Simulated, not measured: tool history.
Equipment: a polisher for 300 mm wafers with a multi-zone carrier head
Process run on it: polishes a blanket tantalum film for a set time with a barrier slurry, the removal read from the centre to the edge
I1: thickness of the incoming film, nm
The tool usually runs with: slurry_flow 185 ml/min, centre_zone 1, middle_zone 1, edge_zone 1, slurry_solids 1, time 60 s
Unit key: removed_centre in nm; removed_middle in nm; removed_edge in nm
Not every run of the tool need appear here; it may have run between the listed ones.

run 1 day=0 | slurry_flow=185 centre_zone=1 middle_zone=1 edge_zone=1 slurry_solids=1 time=60 | I1=452.1 | removed_centre=73.8 removed_middle=80.6 removed_edge=77.7
run 2 day=1.488 | slurry_flow=165 centre_zone=1 middle_zone=1 edge_zone=1 slurry_solids=1 time=48 | I1=455.9 | removed_centre=56.5 removed_middle=62.2 removed_edge=62
run 3 day=2.879 | slurry_flow=165 centre_zone=1 middle_zone=1 edge_zone=1 slurry_solids=1 time=48 | I1=448.7 | removed_centre=56.6 removed_middle=63.4 removed_edge=62.3
run 4 day=5.608 | slurry_flow=185 centre_zone=1 middle_zone=1 edge_zone=1 slurry_solids=1 time=60 | I1=445.8 | removed_centre=73.7 removed_middle=80.3 removed_edge=77.4
-- day=5.808 edge zone pressure recalibrated
run 5 day=8.45 | slurry_flow=185 centre_zone=1 middle_zone=1 edge_zone=1 slurry_solids=1 time=60 | I1=457.7 | removed_centre=71.4 removed_middle=79.2 removed_edge=76.8
-- day=10.088 slurry nozzle cleaned
run 6 day=11.058 | slurry_flow=185 centre_zone=1 middle_zone=1 edge_zone=1 slurry_solids=1 time=60 | I1=450.9 | removed_centre=72.2 removed_middle=80.4 removed_edge=77.7
-- day=12.288 centre zone pressure recalibrated
run 7 day=12.867 | slurry_flow=145 centre_zone=1 middle_zone=1 edge_zone=1 slurry_solids=1 time=60 | I1=456.5 | removed_centre=66.5 removed_middle=77.6 removed_edge=76.1
-- day=14.329 worn pad replaced by a new one
run 8 day=14.629 | slurry_flow=140 centre_zone=1.05 middle_zone=1.07 edge_zone=1.09 slurry_solids=1 time=60 | I1=454.5 | removed_centre=67.6 removed_middle=81.9 removed_edge=79.8
run 9 day=16.138 | slurry_flow=125 centre_zone=1 middle_zone=1 edge_zone=1.11 slurry_solids=1.25 time=70 | I1=449.3 | removed_centre=78.2 removed_middle=94.6 removed_edge=96.8
run 10 day=18.167 | slurry_flow=185 centre_zone=1 middle_zone=1 edge_zone=1 slurry_solids=1 time=60 | I1=445.8 | removed_centre=67.4 removed_middle=80.5 removed_edge=78.3
-- day=18.638 carrier head's membrane replaced by a new one
run 11 day=20.992 | slurry_flow=185 centre_zone=1 middle_zone=1 edge_zone=1 slurry_solids=1 time=69 | I1=447.6 | removed_centre=74.2 removed_middle=92.3 removed_edge=91.1
run 12 day=22.804 | slurry_flow=185 centre_zone=0.93 middle_zone=1 edge_zone=1 slurry_solids=1 time=60 | I1=453.6 | removed_centre=59.5 removed_middle=79.8 removed_edge=78.3
run 13 day=24.55 | slurry_flow=125 centre_zone=0.92 middle_zone=1 edge_zone=1.09 slurry_solids=0.9 time=60 | I1=458 | removed_centre=54.9 removed_middle=72.9 removed_edge=75.3
-- day=25.404 centre zone pressure recalibrated, repeated, since the last time left the tool worse
run 14 day=27.45 | slurry_flow=185 centre_zone=1 middle_zone=0.96 edge_zone=1 slurry_solids=1 time=48 | I1=447.8 | removed_centre=60.6 removed_middle=61.6 removed_edge=63.6
run 15 day=29.45 | slurry_flow=120 centre_zone=1 middle_zone=1 edge_zone=1.04 slurry_solids=0.75 time=52 | I1=454.4 | removed_centre=55.5 removed_middle=59.8 removed_edge=59.9
-- day=29.808 worn pad replaced by a new one
-- day=31.454 edge zone pressure recalibrated
run 16 day=31.9 | slurry_flow=185 centre_zone=1.05 middle_zone=0.91 edge_zone=1.08 slurry_solids=1 time=78 | I1=449.3 | removed_centre=101.2 removed_middle=95.3 removed_edge=104.8
run 17 day=34.346 | slurry_flow=185 centre_zone=1 middle_zone=1 edge_zone=1 slurry_solids=1 time=60 | I1=454.6 | removed_centre=75.3 removed_middle=77.4 removed_edge=77.1
run 18 day=43.117 | slurry_flow=185 centre_zone=1 middle_zone=1 edge_zone=1 slurry_solids=1 time=60 | I1=459.5 | removed_centre=74.4 removed_middle=79 removed_edge=77
-- day=44.029 worn pad replaced by a new one
run 19 day=45.921 | slurry_flow=185 centre_zone=1 middle_zone=1 edge_zone=1 slurry_solids=1 time=60 | I1=454.1 | removed_centre=73.1 removed_middle=80 removed_edge=78.8
run 20 day=47.338 | slurry_flow=185 centre_zone=1 middle_zone=1 edge_zone=1 slurry_solids=1.2 time=60 | I1=449.5 | removed_centre=74.8 removed_middle=83.9 removed_edge=81.8
run 21 day=49.671 | slurry_flow=185 centre_zone=1 middle_zone=1 edge_zone=1 slurry_solids=1 time=60 | I1=455.6 | removed_centre=73.2 removed_middle=80.5 removed_edge=77.1

Below are 4 alternative next runs, each starting from the tool's condition after run 21. Predict each:
run A day=49.688 | slurry_flow=185 centre_zone=1 middle_zone=1 edge_zone=1 slurry_solids=1 time=77 | I1=452.9 | removed_centre=? removed_middle=? removed_edge=?
run B day=49.688 | slurry_flow=185 centre_zone=1.08 middle_zone=1 edge_zone=1 slurry_solids=1.2 time=60 | I1=452.9 | removed_centre=? removed_middle=? removed_edge=?
run C day=49.688 | slurry_flow=225 centre_zone=1 middle_zone=1 edge_zone=1.04 slurry_solids=1 time=60 | I1=452.9 | removed_centre=? removed_middle=? removed_edge=?
run D day=49.688 | slurry_flow=240 centre_zone=1.04 middle_zone=1 edge_zone=1 slurry_solids=1 time=46 | I1=452.9 | removed_centre=? removed_middle=? removed_edge=?

run=A removed_centre=92.8 removed_middle=102.2 removed_edge=100.6
run=B removed_centre=82 removed_middle=83.6 removed_edge=82.3
run=C removed_centre=74.1 removed_middle=81.4 removed_edge=81.2
run=D removed_centre=59.5 removed_middle=62.8 removed_edge=61.4
With no hidden state in the tool, these same runs would have given:
run=A removed_centre=98.1 removed_middle=102.2 removed_edge=100.6
run=B removed_centre=86.7 removed_middle=83.6 removed_edge=82.3
run=C removed_centre=78.3 removed_middle=81.4 removed_edge=81.2
run=D removed_centre=62.9 removed_middle=62.8 removed_edge=61.4
